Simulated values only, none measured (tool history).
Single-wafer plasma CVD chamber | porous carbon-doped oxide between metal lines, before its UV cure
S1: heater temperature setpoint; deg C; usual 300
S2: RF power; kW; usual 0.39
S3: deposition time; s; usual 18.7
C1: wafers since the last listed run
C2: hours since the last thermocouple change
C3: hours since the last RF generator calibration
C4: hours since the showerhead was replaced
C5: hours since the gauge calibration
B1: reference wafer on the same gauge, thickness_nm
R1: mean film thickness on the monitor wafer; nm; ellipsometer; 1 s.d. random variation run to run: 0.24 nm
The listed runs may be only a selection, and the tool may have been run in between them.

Run 1, hour 0: usual settings but S1 312 deg C; C1 0; C2 676.7; C3 43.9; C4 6459.3; C5 1053.5; B1 71.812. Result: R1 83.403 nm.
Run 2, hour 97.3: usual settings but S1 312 deg C; C1 1383; C2 774; C3 141.2; C4 6556.6; C5 1150.8; B1 71.849. Result: R1 83.673 nm.
Run 3, hour 181.6: usual settings but S1 312 deg C; C1 1199; C2 858.3; C3 225.5; C4 6640.9; C5 1235.1; B1 71.775. Result: R1 83.337 nm.
Run 4, hour 250: usual settings but S1 292 deg C; C1 972; C2 926.7; C3 293.9; C4 6709.3; C5 1303.5; B1 71.775. Result: R1 92.149 nm.
Run 5, hour 338.8: usual settings but S1 292 deg C; C1 1263; C2 1015.5; C3 382.7; C4 6798.1; C5 1392.3; B1 71.807. Result: R1 92.05 nm.
Run 6, hour 386.7: usual settings; C1 681; C2 1063.4; C3 430.6; C4 6846; C5 1440.2; B1 71.742. Result: R1 88.226 nm.
At hour 435.8: showerhead replaced.
At hour 444.6: gauge calibrated.
Run 7, hour 463.4: usual settings but S1 308 deg C; C1 977; C2 1140.1; C3 507.3; C4 27.6; C5 18.8; B1 71.82. Result: R1 84.566 nm.
Run 8, hour 547.3: usual settings but S1 307 deg C; C1 1193; C2 1224; C3 591.2; C4 111.5; C5 102.7; B1 71.82. Result: R1 84.266 nm.
Run 9, hour 614.2: usual settings but S1 307 deg C; C1 951; C2 1290.9; C3 658.1; C4 178.4; C5 169.6; B1 71.822. Result: R1 84.974 nm.
At hour 625.6: thermocouple changed; heater temperature recalibrated.
Run 10, hour 674.9: usual settings but S1 307 deg C; C1 749; C2 49.3; C3 718.8; C4 239.1; C5 230.3; B1 71.804. Result: R1 84.682 nm.
Run 11, hour 736.9: usual settings but S1 309 deg C, S2 0.42 kW, S3 17.3 s; C1 881; C2 111.3; C3 780.8; C4 301.1; C5 292.3; B1 71.757. Result: R1 83.19 nm.
Run 12, hour 792: usual settings but S1 314 deg C, S2 0.46 kW, S3 19.7 s; C1 783; C2 166.4; C3 835.9; C4 356.2; C5 347.4; B1 71.766. Result: R1 100.012 nm.
Run 13, hour 878.4: usual settings but S2 0.43 kW; C1 1228; C2 252.8; C3 922.3; C4 442.6; C5 433.8; B1 71.758. Result: R1 94.838 nm.
Run 14, hour 917: usual settings but S3 15.4 s; C1 549; C2 291.4; C3 960.9; C4 481.2; C5 472.4; B1 71.765. Result: R1 71.433 nm.
At hour 937.8: RF generator calibrated.
Run 15, hour 967.5: usual settings but S2 0.44 kW; C1 604; C2 341.9; C3 29.7; C4 531.7; C5 522.9; B1 71.761. Result: R1 99.821 nm.
Run 16, hour 1022.7: usual settings but S1 314 deg C, S2 0.465 kW, S3 15.2 s; C1 785; C2 397.1; C3 84.9; C4 586.9; C5 578.1; B1 71.779. Result: R1 79.35 nm.
Run 17, hour 1238: usual settings but S1 308 deg C, S2 0.33 kW, S3 22.4 s; C1 3062; C2 612.4; C3 300.2; C4 802.2; C5 793.4; B1 71.826. Result: R1 85.552 nm.
Run 18, hour 1285.7: usual settings but S2 0.42 kW, S3 19.7 s; C1 678; C2 660.1; C3 347.9; C4 849.9; C5 841.1; B1 71.819. Result: R1 99.464 nm.
Run 19, hour 1364.6: usual settings; C1 1122; C2 739; C3 426.8; C4 928.8; C5 920; B1 71.844. Result: R1 88.691 nm.
Run 20, hour 1437.1: usual settings but S1 307 deg C; C1 1031; C2 811.5; C3 499.3; C4 1001.3; C5 992.5; B1 71.741. Result: R1 85.255 nm.

Predict each of these 4 candidate next runs independently; none follows another, all start after run 20:
Run A, hour 1437.5: usual settings but S3 21.7 s; C1 5; C2 811.9; C3 499.7; C4 1001.7; C5 992.9; B1 ?. Result: R1 ?.
Run B, hour 1437.5: usual settings but S3 21.3 s; C1 5; C2 811.9; C3 499.7; C4 1001.7; C5 992.9; B1 ?. Result: R1 ?.
Run C, hour 1437.5: usual settings but S1 285 deg C, S2 0.36 kW, S3 15.4 s; C1 5; C2 811.9; C3 499.7; C4 1001.7; C5 992.9; B1 ?. Result: R1 ?.
Run D, hour 1437.5: usual settings but S1 295 deg C, S3 22.3 s; C1 5; C2 811.9; C3 499.7; C4 1001.7; C5 992.9; B1 ?. Result: R1 ?.

run      B1       R1
  A  71.777  101.428
  B  71.777   99.622
  C  71.777   72.711
  D  71.777  106.828
Had the tool no hidden state, the same runs would have come out as:
run       R1
  A  102.184
  B  100.365
  C   73.273
  D  107.624

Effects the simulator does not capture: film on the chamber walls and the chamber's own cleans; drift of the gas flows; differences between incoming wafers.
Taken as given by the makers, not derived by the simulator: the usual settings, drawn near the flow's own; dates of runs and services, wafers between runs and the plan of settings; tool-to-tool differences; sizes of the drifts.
